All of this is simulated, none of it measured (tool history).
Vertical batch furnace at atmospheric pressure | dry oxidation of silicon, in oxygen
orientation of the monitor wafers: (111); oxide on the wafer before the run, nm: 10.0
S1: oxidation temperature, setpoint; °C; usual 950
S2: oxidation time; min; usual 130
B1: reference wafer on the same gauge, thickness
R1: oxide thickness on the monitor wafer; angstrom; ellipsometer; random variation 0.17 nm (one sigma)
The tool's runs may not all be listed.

run 1 day=0 | S1=964 S2=130 | B1=81.7 | R1=923.4
run 2 day=1.212 | S1=964 S2=130 | B1=81.73 | R1=930.5
run 3 day=1.742 | S1=939 S2=130 | B1=81.59 | R1=770.4
run 4 day=2.9 | S1=939 S2=130 | B1=81.65 | R1=768.7
run 5 day=5.396 | S1=939 S2=130 | B1=81.71 | R1=771.9
run 6 day=6.758 | S1=956 S2=130 | B1=81.71 | R1=875.6
run 7 day=8.196 | S1=956 S2=130 | B1=81.73 | R1=874.7
run 8 day=9.55 | S1=950 S2=99.5 | B1=81.71 | R1=704.9
run 9 day=10.9 | S1=950 S2=130 | B1=81.72 | R1=835.4
run 10 day=11.804 | S1=950 S2=130 | B1=81.78 | R1=837.4
run 11 day=13.121 | S1=950 S2=130 | B1=81.69 | R1=837.9
run 12 day=14.325 | S1=955 S2=172.5 | B1=81.71 | R1=1039
run 13 day=15.621 | S1=955 S2=172.5 | B1=81.71 | R1=1037.3
run 14 day=17.05 | S1=950 S2=130 | B1=81.64 | R1=836
run 15 day=18.504 | S1=950 S2=130 | B1=81.68 | R1=836.3
run 16 day=19.05 | S1=950 S2=130 | B1=81.59 | R1=837.2
run 17 day=19.688 | S1=950 S2=130 | B1=81.72 | R1=835
run 18 day=20.996 | S1=950 S2=130 | B1=81.71 | R1=836.4
run 19 day=22.475 | S1=950 S2=130 | B1=81.73 | R1=836.6
run 20 day=23.338 | S1=970 S2=130 | B1=81.66 | R1=966.3
run 21 day=24.738 | S1=937 S2=130 | B1=81.62 | R1=760.5
run 22 day=25.879 | S1=973 S2=100 | B1=81.69 | R1=834.2
run 23 day=26.2 | S1=939 S2=160.5 | B1=81.65 | R1=880.6
run 24 day=27.283 | S1=968 S2=100 | B1=81.73 | R1=806.3
run 25 day=27.971 | S1=956 S2=130 | B1=81.71 | R1=875.6
run 26 day=29.412 | S1=974 S2=154 | B1=81.75 | R1=1107
run 27 day=29.996 | S1=950 S2=130 | B1=81.68 | R1=836.5
run 28 day=31.496 | S1=940 S2=130 | B1=81.7 | R1=772.3
run 29 day=32.575 | S1=957 S2=149.5 | B1=81.68 | R1=964.6
run 30 day=33.158 | S1=931 S2=101 | B1=81.72 | R1=615.5
run 31 day=34.433 | S1=967 S2=130 | B1=81.67 | R1=950.4
run 32 day=35.542 | S1=950 S2=130 | B1=81.71 | R1=838
run 33 day=36.771 | S1=950 S2=130 | B1=81.71 | R1=834.6
run 34 day=37.592 | S1=930 S2=100 | B1=81.67 | R1=605

Taken out of this log: 3 entries between the listed runs. Where each belongs, and how the hidden state differs across it:
Between runs 20 and 21: thermocouples replaced and temperature profile calibrated (day 24.717)
  no hidden state differs between the two runs
Between runs 21 and 22: boat lift adjusted (day 25.858)
  no hidden state differs between the two runs
Between runs 23 and 24: gauge calibrated (day 27.021)
  no hidden state differs between the two runs
